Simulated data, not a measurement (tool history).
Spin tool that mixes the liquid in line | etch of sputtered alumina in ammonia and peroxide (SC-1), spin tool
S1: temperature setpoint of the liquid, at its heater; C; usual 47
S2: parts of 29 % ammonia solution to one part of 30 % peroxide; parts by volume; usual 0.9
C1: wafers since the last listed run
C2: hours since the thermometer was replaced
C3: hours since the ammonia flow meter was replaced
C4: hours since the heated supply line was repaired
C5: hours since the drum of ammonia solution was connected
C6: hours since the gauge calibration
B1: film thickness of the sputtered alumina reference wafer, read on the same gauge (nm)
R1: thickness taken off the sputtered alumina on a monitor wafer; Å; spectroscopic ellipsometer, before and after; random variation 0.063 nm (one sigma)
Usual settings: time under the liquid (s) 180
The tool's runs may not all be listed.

Run 1, day 0: usual settings; C1 0; C2 682; C3 557.6; C4 1720.4; C5 308.5; C6 50.2; B1 60.03. Result: R1 56 Å.
Run 2, day 1.433: usual settings; C1 184; C2 716.4; C3 592; C4 1754.8; C5 342.9; C6 84.6; B1 59.99. Result: R1 55.4 Å.
Run 3, day 2.075: usual settings; C1 82; C2 731.8; C3 607.4; C4 1770.2; C5 358.3; C6 100; B1 60. Result: R1 55.2 Å.
Run 4, day 2.671: usual settings but S1 50 C, time under the liquid (s) 210; C1 76; C2 746.1; C3 621.7; C4 1784.5; C5 372.6; C6 114.3; B1 59.99. Result: R1 76.6 Å.
Run 5, day 4.071: usual settings; C1 180; C2 779.7; C3 655.3; C4 1818.1; C5 406.2; C6 147.9; B1 60. Result: R1 54.9 Å.
Run 6, day 4.858: usual settings; C1 101; C2 798.6; C3 674.2; C4 1837; C5 425.1; C6 166.8; B1 59.97. Result: R1 55.8 Å.
Run 7, day 5.892: usual settings; C1 132; C2 823.4; C3 699; C4 1861.8; C5 449.9; C6 191.6; B1 60.01. Result: R1 54.5 Å.
Run 8, day 7.212: usual settings; C1 169; C2 855.1; C3 730.7; C4 1893.5; C5 481.6; C6 223.3; B1 59.97. Result: R1 55.6 Å.
Run 9, day 7.875: usual settings; C1 85; C2 871; C3 746.6; C4 1909.4; C5 497.5; C6 239.2; B1 60.04. Result: R1 54.7 Å.
At day 8.429: new drum of ammonia solution connected.
Run 10, day 9.104: usual settings but S1 40.5 C, S2 1.05 parts by volume; C1 152; C2 900.5; C3 776.1; C4 1938.9; C5 16.2; C6 268.7; B1 59.98. Result: R1 37.9 Å.
At day 10.112: heated supply line repaired.
Run 11, day 10.508: usual settings but S1 53 C, S2 0.65 parts by volume, time under the liquid (s) 235; C1 175; C2 934.2; C3 809.8; C4 9.5; C5 49.9; C6 302.4; B1 60.01. Result: R1 120.9 Å.
Run 12, day 11.329: usual settings; C1 105; C2 953.9; C3 829.5; C4 29.2; C5 69.6; C6 322.1; B1 59.99. Result: R1 67 Å.
Run 13, day 12.588: usual settings but time under the liquid (s) 95; C1 161; C2 984.1; C3 859.7; C4 59.4; C5 99.8; C6 352.3; B1 59.98. Result: R1 35.5 Å.
Run 14, day 13.892: usual settings but S2 1.2 parts by volume; C1 167; C2 1015.4; C3 891; C4 90.7; C5 131.1; C6 383.6; B1 60.02. Result: R1 68.9 Å.
At day 14.679: ammonia flow meter replaced.
At day 15.188: gauge calibrated.
Run 15, day 15.25: usual settings but S1 39.5 C, time under the liquid (s) 275; C1 169; C2 1048; C3 13.7; C4 123.3; C5 163.7; C6 1.5; B1 60.01. Result: R1 66.8 Å.
At day 15.771: thermometer replaced.
Run 16, day 15.983: usual settings; C1 89; C2 5.1; C3 31.3; C4 140.9; C5 181.3; C6 19.1; B1 60.02. Result: R1 65.5 Å.
Run 17, day 17.05: usual settings but S1 38 C, time under the liquid (s) 90; C1 137; C2 30.7; C3 56.9; C4 166.5; C5 206.9; C6 44.7; B1 59.96. Result: R1 19.5 Å.
Run 18, day 18.208: usual settings but S2 1.1 parts by volume, time under the liquid (s) 95; C1 149; C2 58.5; C3 84.7; C4 194.3; C5 234.7; C6 72.5; B1 60.03. Result: R1 35.1 Å.
Run 19, day 19.221: usual settings; C1 130; C2 82.8; C3 109; C4 218.6; C5 259; C6 96.8; B1 60.01. Result: R1 65.4 Å.
Run 20, day 20.783: usual settings but S1 38 C, S2 0.5 parts by volume, time under the liquid (s) 105; C1 201; C2 120.3; C3 146.5; C4 256.1; C5 296.5; C6 134.3; B1 60.01. Result: R1 21.2 Å.
Run 21, day 22.021: usual settings but S1 53 C, S2 1.1 parts by volume; C1 159; C2 150; C3 176.2; C4 285.8; C5 326.2; C6 164; B1 60.01. Result: R1 91.5 Å.

5 ways to go on from here, each from the tool as it stands after run 21. What would each give?
Run A, day 22.042: usual settings but S1 40 C; C1 2; C2 150.5; C3 176.7; C4 286.3; C5 326.7; C6 164.5; B1 ?. Result: R1 ?.
Run B, day 22.042: usual settings but S2 1.2 parts by volume, time under the liquid (s) 285; C1 2; C2 150.5; C3 176.7; C4 286.3; C5 326.7; C6 164.5; B1 ?. Result: R1 ?.
Run C, day 22.042: usual settings but time under the liquid (s) 235; C1 2; C2 150.5; C3 176.7; C4 286.3; C5 326.7; C6 164.5; B1 ?. Result: R1 ?.
Run D, day 22.042: usual settings but S2 0.7 parts by volume; C1 2; C2 150.5; C3 176.7; C4 286.3; C5 326.7; C6 164.5; B1 ?. Result: R1 ?.
Run E, day 22.042: usual settings but S1 55.5 C, S2 1.2 parts by volume, time under the liquid (s) 280; C1 2; C2 150.5; C3 176.7; C4 286.3; C5 326.7; C6 164.5; B1 ?. Result: R1 ?.

run     B1     R1
  A  59.98   43.7
  B  59.98  106.8
  C  59.98   85.7
  D  59.98   64.1
  E  59.98  167.3
Without the tool's hidden state the same runs would have given:
run     R1
  A   46.6
  B  113.4
  C     91
  D   68.1
  E  177.1
